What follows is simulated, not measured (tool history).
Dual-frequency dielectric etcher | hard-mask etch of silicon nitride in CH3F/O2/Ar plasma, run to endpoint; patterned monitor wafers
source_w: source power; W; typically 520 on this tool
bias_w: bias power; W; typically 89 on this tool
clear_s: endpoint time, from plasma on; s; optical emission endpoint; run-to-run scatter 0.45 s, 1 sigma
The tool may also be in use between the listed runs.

run,hour,source_w,bias_w,"incoming incoming film thickness, nm",clear_s
1,0,520,89,48.75,56
# hour 111.7: wet clean of the chamber
2,200.4,580,89,48.58,52
3,244.3,590,89,48.72,52.3
4,301.2,590,89,48.93,52.7
# hour 324.8: bias power generator calibrated
5,348.7,590,89,48.4,52.1
6,400.8,520,89,48.39,54
7,468.1,520,84,48.72,55.5
# hour 494.4: upper electrode replaced
8,518.5,520,84,49.47,56.8
9,554.8,520,84,49.11,56.1
10,607.2,520,89,49.29,56.4
11,634.8,580,96,48.9,53
# hour 710.9: wet clean of the chamber
12,711.4,520,70,49.15,55.5
13,738,590,89,48.65,51.8
14,775.1,440,102,48.8,54.1
15,815.4,520,89,48.8,53.8
# hour 825.3: source power generator calibrated
16,856.5,520,89,49.31,54.4
17,883.5,520,89,49.31,55.5
18,921,430,101,48.8,55.6
19,968.6,470,89,48.63,55.5
20,1005.1,390,89,48.36,57.8
21,1055.9,650,68,49.5,54.5

What was the tool's hidden state at every run in the log?
source power that arrives over what is set, %: 0 across all the runs
bias power that arrives over what is set, %: 0 across all the runs
H1: etch rate over this chamber's usual, %
run,H1
1,-4.72
2,-1.13
3,-1.54
4,-2.07
5,-2.52
6,-3.01
7,-3.64
8,-4.11
9,-4.45
10,-4.94
11,-5.2
12,-0.349
13,-0.598
14,-0.946
15,-1.32
16,-1.71
17,-1.96
18,-2.31
19,-2.76
20,-3.1
21,-3.58
